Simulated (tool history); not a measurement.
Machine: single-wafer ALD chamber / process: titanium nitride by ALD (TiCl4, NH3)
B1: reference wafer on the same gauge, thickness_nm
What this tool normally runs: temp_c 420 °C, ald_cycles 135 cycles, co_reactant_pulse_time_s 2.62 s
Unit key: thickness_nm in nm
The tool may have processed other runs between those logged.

{"run": 1, "day": 0.0, "temp_c": 420, "ald_cycles": 135, "co_reactant_pulse_time_s": 2.62, "B1": 2.574, "thickness_nm": 2.924}
{"run": 2, "day": 4.296, "temp_c": 420, "ald_cycles": 135, "co_reactant_pulse_time_s": 2.62, "B1": 2.581, "thickness_nm": 2.918}
{"run": 3, "day": 4.958, "temp_c": 420, "ald_cycles": 135, "co_reactant_pulse_time_s": 2.62, "B1": 2.579, "thickness_nm": 2.911}
{"run": 4, "day": 6.058, "temp_c": 420, "ald_cycles": 127, "co_reactant_pulse_time_s": 2.62, "B1": 2.581, "thickness_nm": 2.749}
{"run": 5, "day": 6.767, "temp_c": 420, "ald_cycles": 127, "co_reactant_pulse_time_s": 2.62, "B1": 2.579, "thickness_nm": 2.746}
{"run": 6, "day": 7.829, "temp_c": 420, "ald_cycles": 135, "co_reactant_pulse_time_s": 2.62, "B1": 2.581, "thickness_nm": 2.92}
{"run": 7, "day": 8.721, "temp_c": 420, "ald_cycles": 135, "co_reactant_pulse_time_s": 2.62, "B1": 2.583, "thickness_nm": 2.918}
{"run": 8, "day": 9.817, "temp_c": 420, "ald_cycles": 135, "co_reactant_pulse_time_s": 2.62, "B1": 2.581, "thickness_nm": 2.93}
{"day": 12.571, "done": "showerhead replaced"}
{"run": 9, "day": 13.012, "temp_c": 413, "ald_cycles": 135, "co_reactant_pulse_time_s": 2.62, "B1": 2.583, "thickness_nm": 2.915}
{"run": 10, "day": 14.183, "temp_c": 413, "ald_cycles": 135, "co_reactant_pulse_time_s": 2.62, "B1": 2.583, "thickness_nm": 2.915}
{"run": 11, "day": 15.196, "temp_c": 413, "ald_cycles": 135, "co_reactant_pulse_time_s": 2.62, "B1": 2.582, "thickness_nm": 2.928}
{"run": 12, "day": 15.783, "temp_c": 415, "ald_cycles": 135, "co_reactant_pulse_time_s": 2.62, "B1": 2.585, "thickness_nm": 2.927}
{"run": 13, "day": 16.421, "temp_c": 415, "ald_cycles": 135, "co_reactant_pulse_time_s": 2.62, "B1": 2.582, "thickness_nm": 2.918}
{"day": 17.004, "done": "thermocouple changed; heater temperature recalibrated"}
{"run": 14, "day": 17.725, "temp_c": 420, "ald_cycles": 143, "co_reactant_pulse_time_s": 3.57, "B1": 2.586, "thickness_nm": 3.116}
{"run": 15, "day": 18.533, "temp_c": 420, "ald_cycles": 135, "co_reactant_pulse_time_s": 1.88, "B1": 2.584, "thickness_nm": 2.907}
{"run": 16, "day": 19.983, "temp_c": 430, "ald_cycles": 142, "co_reactant_pulse_time_s": 3.01, "B1": 2.585, "thickness_nm": 3.087}
{"day": 20.962, "done": "gauge calibrated"}
{"run": 17, "day": 20.992, "temp_c": 406, "ald_cycles": 158, "co_reactant_pulse_time_s": 2.22, "B1": 2.54, "thickness_nm": 3.342}
{"run": 18, "day": 21.812, "temp_c": 420, "ald_cycles": 127, "co_reactant_pulse_time_s": 2.62, "B1": 2.545, "thickness_nm": 2.705}
{"run": 19, "day": 23.092, "temp_c": 428, "ald_cycles": 122, "co_reactant_pulse_time_s": 1.69, "B1": 2.549, "thickness_nm": 2.583}
{"run": 20, "day": 24.492, "temp_c": 420, "ald_cycles": 135, "co_reactant_pulse_time_s": 2.62, "B1": 2.553, "thickness_nm": 2.893}
{"run": 21, "day": 25.604, "temp_c": 420, "ald_cycles": 109, "co_reactant_pulse_time_s": 2.62, "B1": 2.557, "thickness_nm": 2.341}
{"run": 22, "day": 26.792, "temp_c": 415, "ald_cycles": 135, "co_reactant_pulse_time_s": 2.62, "B1": 2.56, "thickness_nm": 2.904}
{"run": 23, "day": 28.246, "temp_c": 420, "ald_cycles": 110, "co_reactant_pulse_time_s": 2.62, "B1": 2.563, "thickness_nm": 2.358}
{"run": 24, "day": 29.517, "temp_c": 426, "ald_cycles": 135, "co_reactant_pulse_time_s": 2.62, "B1": 2.566, "thickness_nm": 2.913}
{"run": 25, "day": 30.183, "temp_c": 420, "ald_cycles": 135, "co_reactant_pulse_time_s": 2.62, "B1": 2.568, "thickness_nm": 2.908}
{"run": 26, "day": 31.421, "temp_c": 420, "ald_cycles": 135, "co_reactant_pulse_time_s": 3.15, "B1": 2.568, "thickness_nm": 2.914}

For run 27, what comes out?
{"run": 27, "day": 32.362, "temp_c": 420, "ald_cycles": 135, "co_reactant_pulse_time_s": 2.02, "B1": "?", "thickness_nm": "?"}

Run 27 produced B1 2.572, thickness_nm 2.89 nm.
On a tool with no hidden condition, and with the same random variation, this run would have come out at thickness_nm 2.855 nm.
